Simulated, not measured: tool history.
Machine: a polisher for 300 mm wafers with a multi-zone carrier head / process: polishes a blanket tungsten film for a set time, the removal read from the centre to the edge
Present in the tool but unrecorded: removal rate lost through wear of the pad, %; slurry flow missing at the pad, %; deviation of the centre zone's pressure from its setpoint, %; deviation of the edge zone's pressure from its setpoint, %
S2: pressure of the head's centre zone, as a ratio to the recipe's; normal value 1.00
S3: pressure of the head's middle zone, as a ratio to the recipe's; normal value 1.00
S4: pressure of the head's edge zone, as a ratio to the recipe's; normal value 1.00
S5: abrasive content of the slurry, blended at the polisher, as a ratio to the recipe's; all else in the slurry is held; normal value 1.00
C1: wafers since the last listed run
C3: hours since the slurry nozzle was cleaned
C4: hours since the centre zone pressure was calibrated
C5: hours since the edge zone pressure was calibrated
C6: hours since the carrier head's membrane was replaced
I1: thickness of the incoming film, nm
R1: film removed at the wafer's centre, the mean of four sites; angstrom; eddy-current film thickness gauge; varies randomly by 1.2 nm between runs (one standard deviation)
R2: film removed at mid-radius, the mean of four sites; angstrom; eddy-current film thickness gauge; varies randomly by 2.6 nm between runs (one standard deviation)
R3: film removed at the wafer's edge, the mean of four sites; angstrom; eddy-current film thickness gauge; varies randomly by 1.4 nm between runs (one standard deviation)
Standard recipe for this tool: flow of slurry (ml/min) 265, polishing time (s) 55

run 1 day=0.000 | flow_of_slurry_(ml/min)=265 S2=1.00 S3=1.00 S4=1.00 S5=1.00 polishing_time_(s)=55 | C1=0 wafers_polished_on_this_pad=1674 C3=0.5 C4=353.8 C5=192.8 C6=931.1 | I1=990.0 | R1=1861 R2=1924 R3=1867
run 2 day=3.188 | flow_of_slurry_(ml/min)=265 S2=1.00 S3=1.00 S4=1.00 S5=1.00 polishing_time_(s)=55 | C1=504 wafers_polished_on_this_pad=2178 C3=77.0 C4=430.3 C5=269.3 C6=1007.6 | I1=1007.6 | R1=1852 R2=1902 R3=1908
run 3 day=7.354 | flow_of_slurry_(ml/min)=265 S2=1.00 S3=1.00 S4=1.00 S5=1.00 polishing_time_(s)=55 | C1=659 wafers_polished_on_this_pad=2837 C3=177.0 C4=530.3 C5=369.3 C6=1107.6 | I1=1017.3 | R1=1833 R2=1873 R3=1903
-- day=8.483 worn pad replaced by a new one
run 4 day=10.967 | flow_of_slurry_(ml/min)=265 S2=1.00 S3=1.00 S4=1.00 S5=1.00 polishing_time_(s)=55 | C1=545 wafers_polished_on_this_pad=392 C3=263.7 C4=617.0 C5=456.0 C6=1194.3 | I1=1021.9 | R1=1851 R2=1860 R3=1873
run 5 day=14.938 | flow_of_slurry_(ml/min)=265 S2=1.00 S3=1.00 S4=1.00 S5=1.00 polishing_time_(s)=55 | C1=628 wafers_polished_on_this_pad=1020 C3=359.0 C4=712.3 C5=551.3 C6=1289.6 | I1=1012.3 | R1=1805 R2=1875 R3=1859
-- day=16.496 slurry nozzle cleaned
-- day=16.675 centre zone pressure recalibrated
-- day=16.775 carrier head's membrane replaced by a new one
-- day=23.992 worn pad replaced by a new one
-- day=24.179 edge zone pressure recalibrated
run 6 day=26.512 | flow_of_slurry_(ml/min)=335 S2=1.00 S3=1.00 S4=1.00 S5=1.00 polishing_time_(s)=55 | C1=1755 wafers_polished_on_this_pad=385 C3=240.4 C4=236.1 C5=56.0 C6=233.7 | I1=1000.9 | R1=1879 R2=1944 R3=1933
run 7 day=28.054 | flow_of_slurry_(ml/min)=335 S2=1.00 S3=1.00 S4=1.00 S5=1.00 polishing_time_(s)=55 | C1=243 wafers_polished_on_this_pad=629 C3=277.4 C4=273.1 C5=93.0 C6=270.7 | I1=990.4 | R1=1883 R2=1944 R3=1896
run 8 day=30.546 | flow_of_slurry_(ml/min)=265 S2=1.00 S3=1.00 S4=1.00 S5=1.00 polishing_time_(s)=55 | C1=394 wafers_polished_on_this_pad=1023 C3=337.2 C4=332.9 C5=152.8 C6=330.5 | I1=1007.9 | R1=1819 R2=1842 R3=1884
-- day=32.575 slurry nozzle cleaned
run 9 day=34.600 | flow_of_slurry_(ml/min)=265 S2=1.00 S3=0.89 S4=1.00 S5=1.00 polishing_time_(s)=55 | C1=634 wafers_polished_on_this_pad=1657 C3=48.6 C4=430.2 C5=250.1 C6=427.8 | I1=1016.1 | R1=1873 R2=1699 R3=1940
run 10 day=38.271 | flow_of_slurry_(ml/min)=265 S2=1.00 S3=1.00 S4=1.00 S5=1.25 polishing_time_(s)=55 | C1=580 wafers_polished_on_this_pad=2238 C3=136.7 C4=518.3 C5=338.2 C6=515.9 | I1=990.7 | R1=2001 R2=2056 R3=2051
run 11 day=42.667 | flow_of_slurry_(ml/min)=265 S2=1.00 S3=1.00 S4=1.00 S5=1.00 polishing_time_(s)=55 | C1=695 wafers_polished_on_this_pad=2933 C3=242.2 C4=623.8 C5=443.7 C6=621.4 | I1=1004.5 | R1=1828 R2=1938 R3=1891
-- day=42.954 worn pad replaced by a new one
-- day=43.142 centre zone pressure recalibrated
run 12 day=44.783 | flow_of_slurry_(ml/min)=265 S2=1.11 S3=1.00 S4=1.04 S5=1.00 polishing_time_(s)=48 | C1=295 wafers_polished_on_this_pad=275 C3=293.0 C4=39.4 C5=494.5 C6=672.2 | I1=995.3 | R1=1794 R2=1670 R3=1690
run 13 day=49.225 | flow_of_slurry_(ml/min)=265 S2=1.00 S3=1.00 S4=1.00 S5=1.00 polishing_time_(s)=55 | C1=702 wafers_polished_on_this_pad=978 C3=399.6 C4=146.0 C5=601.1 C6=778.8 | I1=1019.0 | R1=1801 R2=1864 R3=1841
-- day=49.600 slurry nozzle cleaned
run 14 day=51.179 | flow_of_slurry_(ml/min)=200 S2=1.11 S3=1.00 S4=1.08 S5=1.00 polishing_time_(s)=55 | C1=302 wafers_polished_on_this_pad=1280 C3=37.9 C4=192.9 C5=648.0 C6=825.7 | I1=1001.6 | R1=1968 R2=1858 R3=1909
run 15 day=53.962 | flow_of_slurry_(ml/min)=265 S2=1.00 S3=1.00 S4=1.00 S5=1.00 polishing_time_(s)=55 | C1=440 wafers_polished_on_this_pad=1721 C3=104.7 C4=259.7 C5=714.8 C6=892.5 | I1=1012.0 | R1=1868 R2=1913 R3=1889
-- day=54.604 edge zone pressure recalibrated
run 16 day=56.975 | flow_of_slurry_(ml/min)=310 S2=1.00 S3=1.00 S4=1.00 S5=1.00 polishing_time_(s)=55 | C1=463 wafers_polished_on_this_pad=2184 C3=177.0 C4=332.0 C5=56.9 C6=964.8 | I1=1009.9 | R1=1892 R2=1927 R3=1904
run 17 day=59.646 | flow_of_slurry_(ml/min)=265 S2=0.91 S3=0.95 S4=1.06 S5=1.00 polishing_time_(s)=38 | C1=422 wafers_polished_on_this_pad=2606 C3=241.1 C4=396.1 C5=121.0 C6=1028.9 | I1=996.3 | R1=1150 R2=1243 R3=1327
-- day=61.108 worn pad replaced by a new one
run 18 day=62.933 | flow_of_slurry_(ml/min)=265 S2=1.00 S3=1.00 S4=0.91 S5=0.90 polishing_time_(s)=55 | C1=493 wafers_polished_on_this_pad=288 C3=320.0 C4=475.0 C5=199.9 C6=1107.8 | I1=989.7 | R1=1764 R2=1833 R3=1727
run 19 day=65.233 | flow_of_slurry_(ml/min)=175 S2=1.00 S3=0.89 S4=1.00 S5=1.00 polishing_time_(s)=55 | C1=363 wafers_polished_on_this_pad=652 C3=375.2 C4=530.2 C5=255.1 C6=1163.0 | I1=1000.1 | R1=1641 R2=1591 R3=1754
-- day=65.738 slurry nozzle cleaned
-- day=68.254 centre zone pressure recalibrated
-- day=70.638 carrier head's membrane replaced by a new one
run 20 day=71.629 | flow_of_slurry_(ml/min)=265 S2=1.00 S3=1.00 S4=1.00 S5=1.00 polishing_time_(s)=55 | C1=958 wafers_polished_on_this_pad=1611 C3=141.4 C4=81.0 C5=408.6 C6=23.8 | I1=997.1 | R1=1845 R2=1925 R3=1895
run 21 day=75.200 | flow_of_slurry_(ml/min)=330 S2=1.00 S3=1.00 S4=0.96 S5=0.75 polishing_time_(s)=55 | C1=564 wafers_polished_on_this_pad=2175 C3=227.1 C4=166.7 C5=494.3 C6=109.5 | I1=1012.4 | R1=1706 R2=1754 R3=1717

Take each entry between the runs: how does the hidden state at the last listed run before it differ from the hidden state at the first listed run after it?
From run 3 to run 4: worn pad replaced by a new one (day 8.483)
  slurry flow missing at the pad, %: 4.53 -> 8.98
  measured result minus the result with no hidden state, R1: -12 -> -24 angstrom; R2: -10 -> -22 angstrom; R3: -8 -> -16 angstrom
From run 5 to run 6: slurry nozzle cleaned (day 16.496); centre zone pressure recalibrated (day 16.675); carrier head's membrane replaced by a new one (day 16.775); worn pad replaced by a new one (day 23.992); edge zone pressure recalibrated (day 24.179)
  slurry flow missing at the pad, %: 15.9 -> 9.06
  measured result minus the result with no hidden state, R1: -47 -> -20 angstrom; R2: -44 -> -19 angstrom; R3: -33 -> -14 angstrom
From run 8 to run 9: slurry nozzle cleaned (day 32.575)
  slurry flow missing at the pad, %: 15.6 -> 0.7
  measured result minus the result with no hidden state, R1: -46 -> -2 angstrom; R2: -42 -> -2 angstrom; R3: -33 -> -1 angstrom
From run 11 to run 12: worn pad replaced by a new one (day 42.954); centre zone pressure recalibrated (day 43.142)
  slurry flow missing at the pad, %: 7.26 -> 10.4
  measured result minus the result with no hidden state, R1: -20 -> -28 angstrom; R2: -18 -> -24 angstrom; R3: -14 -> -18 angstrom
From run 13 to run 14: slurry nozzle cleaned (day 49.600)
  slurry flow missing at the pad, %: 19 -> 1.82
  measured result minus the result with no hidden state, R1: -59 -> -7 angstrom; R2: -55 -> -6 angstrom; R3: -40 -> -4 angstrom
From run 15 to run 16: edge zone pressure recalibrated (day 54.604)
  slurry flow missing at the pad, %: 2.93 -> 5.3
  measured result minus the result with no hidden state, R1: -7 -> -12 angstrom; R2: -7 -> -11 angstrom; R3: -5 -> -9 angstrom
From run 17 to run 18: worn pad replaced by a new one (day 61.108)
  slurry flow missing at the pad, %: 8.42 -> 13.6
  measured result minus the result with no hidden state, R1: -14 -> -38 angstrom; R2: -14 -> -35 angstrom; R3: -11 -> -25 angstrom
From run 19 to run 20: slurry nozzle cleaned (day 65.738); centre zone pressure recalibrated (day 68.254); carrier head's membrane replaced by a new one (day 70.638)
  slurry flow missing at the pad, %: 18 -> 4.25
  measured result minus the result with no hidden state, R1: -80 -> -11 angstrom; R2: -69 -> -10 angstrom; R3: -55 -> -8 angstrom
